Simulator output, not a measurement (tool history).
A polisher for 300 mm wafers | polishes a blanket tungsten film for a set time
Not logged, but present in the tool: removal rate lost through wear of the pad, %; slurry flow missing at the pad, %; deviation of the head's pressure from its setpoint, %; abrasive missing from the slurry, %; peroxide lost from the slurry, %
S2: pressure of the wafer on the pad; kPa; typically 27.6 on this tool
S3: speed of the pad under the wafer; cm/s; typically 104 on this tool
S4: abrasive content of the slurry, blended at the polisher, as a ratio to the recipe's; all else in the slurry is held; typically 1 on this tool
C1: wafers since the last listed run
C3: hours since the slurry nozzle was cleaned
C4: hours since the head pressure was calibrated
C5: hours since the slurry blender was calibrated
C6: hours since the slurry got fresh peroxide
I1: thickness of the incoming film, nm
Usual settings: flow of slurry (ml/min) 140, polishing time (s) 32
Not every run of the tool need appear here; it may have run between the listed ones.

{"run": 1, "hour": 0.0, "flow of slurry (ml/min)": 140, "S2": 20.7, "S3": 104, "S4": 1, "polishing time (s)": 25, "C1": 0, "wafers polished on this pad": 551, "C3": 375.6, "C4": 509.8, "C5": 283.3, "C6": 1.8, "I1": 1019.4, "film removed (nm)": 75.8}
{"hour": 10.1, "done": "worn pad replaced by a new one"}
{"run": 2, "hour": 14.5, "flow of slurry (ml/min)": 140, "S2": 20.7, "S3": 104, "S4": 1, "polishing time (s)": 25, "C1": 127, "wafers polished on this pad": 53, "C3": 390.1, "C4": 524.3, "C5": 297.8, "C6": 16.3, "I1": 1037.8, "film removed (nm)": 77.7}
{"run": 3, "hour": 29.0, "flow of slurry (ml/min)": 140, "S2": 20.7, "S3": 104, "S4": 1, "polishing time (s)": 25, "C1": 176, "wafers polished on this pad": 230, "C3": 404.6, "C4": 538.8, "C5": 312.3, "C6": 30.8, "I1": 1050.5, "film removed (nm)": 77.7}
{"run": 4, "hour": 36.1, "flow of slurry (ml/min)": 140, "S2": 21.4, "S3": 104, "S4": 1, "polishing time (s)": 32, "C1": 86, "wafers polished on this pad": 316, "C3": 411.7, "C4": 545.9, "C5": 319.4, "C6": 37.9, "I1": 1055.4, "film removed (nm)": 102.7}
{"run": 5, "hour": 53.3, "flow of slurry (ml/min)": 140, "S2": 21.4, "S3": 104, "S4": 1, "polishing time (s)": 32, "C1": 208, "wafers polished on this pad": 525, "C3": 428.9, "C4": 563.1, "C5": 336.6, "C6": 55.1, "I1": 1037.3, "film removed (nm)": 101.6}
{"run": 6, "hour": 59.5, "flow of slurry (ml/min)": 140, "S2": 27.6, "S3": 104, "S4": 1, "polishing time (s)": 32, "C1": 75, "wafers polished on this pad": 600, "C3": 435.1, "C4": 569.3, "C5": 342.8, "C6": 61.3, "I1": 1031.9, "film removed (nm)": 124.4}
{"hour": 69.2, "done": "worn pad replaced by a new one"}
{"run": 7, "hour": 74.2, "flow of slurry (ml/min)": 140, "S2": 27.6, "S3": 104, "S4": 1, "polishing time (s)": 32, "C1": 129, "wafers polished on this pad": 60, "C3": 449.8, "C4": 584, "C5": 357.5, "C6": 76, "I1": 1024.7, "film removed (nm)": 126.4}
{"hour": 76.4, "done": "slurry tank refilled with fresh slurry and peroxide"}
{"hour": 91.8, "done": "slurry nozzle cleaned"}
{"run": 8, "hour": 92.3, "flow of slurry (ml/min)": 140, "S2": 27.6, "S3": 104, "S4": 1, "polishing time (s)": 32, "C1": 195, "wafers polished on this pad": 255, "C3": 0.5, "C4": 602.1, "C5": 375.6, "C6": 15.9, "I1": 1052.6, "film removed (nm)": 125.3}
{"run": 9, "hour": 99.0, "flow of slurry (ml/min)": 140, "S2": 27.6, "S3": 104, "S4": 0.85, "polishing time (s)": 32, "C1": 81, "wafers polished on this pad": 337, "C3": 7.2, "C4": 608.8, "C5": 382.3, "C6": 22.6, "I1": 1041, "film removed (nm)": 119.5}
{"hour": 121.2, "done": "worn pad replaced by a new one"}
{"hour": 130.0, "done": "slurry blender recalibrated"}
{"run": 10, "hour": 145.9, "flow of slurry (ml/min)": 140, "S2": 27.6, "S3": 104, "S4": 0.85, "polishing time (s)": 32, "C1": 496, "wafers polished on this pad": 275, "C3": 54.1, "C4": 655.7, "C5": 15.9, "C6": 69.5, "I1": 1054.9, "film removed (nm)": 131.6}
{"hour": 148.7, "done": "slurry tank refilled with fresh slurry and peroxide"}
{"run": 11, "hour": 156.4, "flow of slurry (ml/min)": 140, "S2": 27.6, "S3": 104, "S4": 0.8, "polishing time (s)": 32, "C1": 115, "wafers polished on this pad": 391, "C3": 64.6, "C4": 666.2, "C5": 26.4, "C6": 7.7, "I1": 1055.9, "film removed (nm)": 126.2}
{"run": 12, "hour": 168.8, "flow of slurry (ml/min)": 140, "S2": 27.6, "S3": 104, "S4": 1, "polishing time (s)": 32, "C1": 150, "wafers polished on this pad": 541, "C3": 77, "C4": 678.6, "C5": 38.8, "C6": 20.1, "I1": 1035, "film removed (nm)": 134.2}
{"hour": 175.9, "done": "worn pad replaced by a new one"}
{"run": 13, "hour": 180.0, "flow of slurry (ml/min)": 140, "S2": 27.6, "S3": 104, "S4": 1, "polishing time (s)": 32, "C1": 87, "wafers polished on this pad": 49, "C3": 88.2, "C4": 689.8, "C5": 50, "C6": 31.3, "I1": 1048.2, "film removed (nm)": 130.3}
{"run": 14, "hour": 197.3, "flow of slurry (ml/min)": 140, "S2": 27.6, "S3": 120, "S4": 1.2, "polishing time (s)": 32, "C1": 210, "wafers polished on this pad": 259, "C3": 105.5, "C4": 707.1, "C5": 67.3, "C6": 48.6, "I1": 1040.6, "film removed (nm)": 155}
{"hour": 213.3, "done": "head pressure recalibrated"}
{"run": 15, "hour": 213.8, "flow of slurry (ml/min)": 175, "S2": 20.7, "S3": 132, "S4": 1, "polishing time (s)": 32, "C1": 176, "wafers polished on this pad": 436, "C3": 122, "C4": 0.5, "C5": 83.8, "C6": 65.1, "I1": 1034.9, "film removed (nm)": 127.6}
{"hour": 221.7, "done": "slurry tank refilled with fresh slurry and peroxide"}
{"run": 16, "hour": 226.9, "flow of slurry (ml/min)": 140, "S2": 27.6, "S3": 104, "S4": 1, "polishing time (s)": 32, "C1": 146, "wafers polished on this pad": 583, "C3": 135.1, "C4": 13.6, "C5": 96.9, "C6": 5.2, "I1": 1052, "film removed (nm)": 130.2}
{"hour": 233.8, "done": "worn pad replaced by a new one"}
{"run": 17, "hour": 238.2, "flow of slurry (ml/min)": 140, "S2": 27.6, "S3": 72, "S4": 1, "polishing time (s)": 32, "C1": 88, "wafers polished on this pad": 53, "C3": 146.4, "C4": 24.9, "C5": 108.2, "C6": 16.5, "I1": 1047.1, "film removed (nm)": 97.4}
{"run": 18, "hour": 249.9, "flow of slurry (ml/min)": 140, "S2": 31, "S3": 92, "S4": 1, "polishing time (s)": 38, "C1": 142, "wafers polished on this pad": 196, "C3": 158.1, "C4": 36.6, "C5": 119.9, "C6": 28.2, "I1": 1045.4, "film removed (nm)": 154.1}
{"run": 19, "hour": 266.0, "flow of slurry (ml/min)": 125, "S2": 30.3, "S3": 104, "S4": 1, "polishing time (s)": 27, "C1": 195, "wafers polished on this pad": 391, "C3": 174.2, "C4": 52.7, "C5": 136, "C6": 44.3, "I1": 1044.3, "film removed (nm)": 113.4}
{"run": 20, "hour": 273.7, "flow of slurry (ml/min)": 175, "S2": 27.6, "S3": 104, "S4": 1, "polishing time (s)": 43, "C1": 93, "wafers polished on this pad": 485, "C3": 181.9, "C4": 60.4, "C5": 143.7, "C6": 52, "I1": 1041.3, "film removed (nm)": 180.3}

Each row is a separate what-if for the run after 20, all from the same tool condition, not one after another. Results?
{"run": "A", "hour": 274.1, "flow of slurry (ml/min)": 140, "S2": 27.6, "S3": 104, "S4": 1.15, "polishing time (s)": 32, "C1": 4, "wafers polished on this pad": 490, "C3": 182.3, "C4": 60.8, "C5": 144.1, "C6": 52.4, "I1": 1033.3, "film removed (nm)": "?"}
{"run": "B", "hour": 274.1, "flow of slurry (ml/min)": 140, "S2": 23.4, "S3": 104, "S4": 1, "polishing time (s)": 43, "C1": 4, "wafers polished on this pad": 490, "C3": 182.3, "C4": 60.8, "C5": 144.1, "C6": 52.4, "I1": 1033.3, "film removed (nm)": "?"}
{"run": "C", "hour": 274.1, "flow of slurry (ml/min)": 105, "S2": 27.6, "S3": 104, "S4": 0.9, "polishing time (s)": 32, "C1": 4, "wafers polished on this pad": 490, "C3": 182.3, "C4": 60.8, "C5": 144.1, "C6": 52.4, "I1": 1033.3, "film removed (nm)": "?"}
{"run": "D", "hour": 274.1, "flow of slurry (ml/min)": 140, "S2": 34.5, "S3": 104, "S4": 1.25, "polishing time (s)": 32, "C1": 4, "wafers polished on this pad": 490, "C3": 182.3, "C4": 60.8, "C5": 144.1, "C6": 52.4, "I1": 1033.3, "film removed (nm)": "?"}
{"run": "E", "hour": 274.1, "flow of slurry (ml/min)": 140, "S2": 30.3, "S3": 104, "S4": 1, "polishing time (s)": 38, "C1": 4, "wafers polished on this pad": 490, "C3": 182.3, "C4": 60.8, "C5": 144.1, "C6": 52.4, "I1": 1033.3, "film removed (nm)": "?"}

run=A film_removed_(nm)=129.6
run=B film_removed_(nm)=147.6
run=C film_removed_(nm)=115.9
run=D film_removed_(nm)=159.9
run=E film_removed_(nm)=161.9
Without the tool's unlogged condition, the same runs would have read:
run=A film_removed_(nm)=139.4
run=B film_removed_(nm)=158.6
run=C film_removed_(nm)=124.4
run=D film_removed_(nm)=172
run=E film_removed_(nm)=173.9
